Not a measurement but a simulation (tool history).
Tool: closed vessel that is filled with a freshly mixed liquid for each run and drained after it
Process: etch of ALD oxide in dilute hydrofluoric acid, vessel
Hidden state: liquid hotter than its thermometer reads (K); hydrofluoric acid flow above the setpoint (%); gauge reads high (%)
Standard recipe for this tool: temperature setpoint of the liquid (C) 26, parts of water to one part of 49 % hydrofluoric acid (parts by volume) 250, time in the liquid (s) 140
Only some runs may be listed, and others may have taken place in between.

run,hour,temperature setpoint of the liquid (C),parts of water to one part of 49 % hydrofluoric acid (parts by volume),time in the liquid (s),wafers since the last listed run,hours since the thermometer was replaced,hours since the hydrofluoric acid flow meter was replaced,hours since the gauge calibration,"read-back film thickness of the ALD oxide reference wafer, read on the same gauge (nm)",thickness taken off the ALD oxide on a monitor wafer (nm)
1,0,24,250,140,0,1547.2,790.2,66.3,59.97,8.18
2,25.5,24,250,140,3429,1572.7,815.7,91.8,60.02,8.05
3,41.8,24,250,140,2192,1589,832,108.1,60.01,8.17
4,70.8,29,155,140,3900,1618,861,137.1,60.04,17.59
5,97.7,29,155,140,3618,1644.9,887.9,164,60.02,17.43
6,122.9,26,250,195,3389,1670.1,913.1,189.2,59.97,12.11
7,142.8,26,215,205,2676,1690,933,209.1,60.05,15.41
8,165.2,26,215,205,3012,1712.4,955.4,231.5,60.01,15.25
9,183.5,26,215,205,2461,1730.7,973.7,249.8,60,15.47
# hour 199.9: thermometer replaced
10,201.6,26,285,140,2299,1.7,991.8,267.9,59.96,7.44
11,220.7,26,285,140,2568,20.8,1010.9,287,59.99,7.46
12,252.7,26,250,200,4303,52.8,1042.9,319,59.97,12.43
13,276.7,26,250,200,3227,76.8,1066.9,343,60.02,12.55
14,309.2,26,285,140,4371,109.3,1099.4,375.5,59.98,7.33
15,324.1,27.5,250,65,2004,124.2,1114.3,390.4,59.95,4.28
16,347.9,26,250,80,3201,148,1138.1,414.2,60,4.96
17,364.4,26,250,195,2219,164.5,1154.6,430.7,59.98,12.34
18,383.2,26,250,140,2528,183.3,1173.4,449.5,59.96,8.71
19,408.2,26,250,140,3362,208.3,1198.4,474.5,60.02,8.86
# hour 419.8: gauge calibrated
# hour 432.1: hydrofluoric acid flow meter replaced
20,439.8,26,335,140,4115,239.9,7.7,20,59.97,6
21,456.5,26,195,140,2246,256.6,24.4,36.7,60.05,11.98
22,477.1,24.5,350,220,2770,277.2,45,57.3,60.01,8.27
23,489.8,29.5,185,140,1708,289.9,57.7,70,60.01,14.34
24,513.6,26,305,105,3201,313.7,81.5,93.8,59.99,5.02
25,533.7,28.5,175,105,2703,333.8,101.6,113.9,60.03,11.25
26,555.6,26,250,190,2945,355.7,123.5,135.8,60.03,11.93
27,579.9,26,250,140,3268,380,147.8,160.1,59.99,8.69

Branching from run 27: 5 alternative next runs. What would each branch give?
A,580.6,26,250,140,94,380.7,148.5,160.8,?,?
B,580.6,29,210,170,94,380.7,148.5,160.8,?,?
C,580.6,28.5,170,170,94,380.7,148.5,160.8,?,?
D,580.6,22,350,100,94,380.7,148.5,160.8,?,?
E,580.6,30.5,205,200,94,380.7,148.5,160.8,?,?

run,"read-back film thickness of the ALD oxide reference wafer, read on the same gauge (nm)",thickness taken off the ALD oxide on a monitor wafer (nm)
A,59.99,8.82
B,59.99,14.8
C,59.99,18.86
D,59.99,3.55
E,59.99,18.9
Without the tool's unlogged condition, the same runs would have read:
run,thickness taken off the ALD oxide on a monitor wafer (nm)
A,8.82
B,14.8
C,18.86
D,3.55
E,18.9
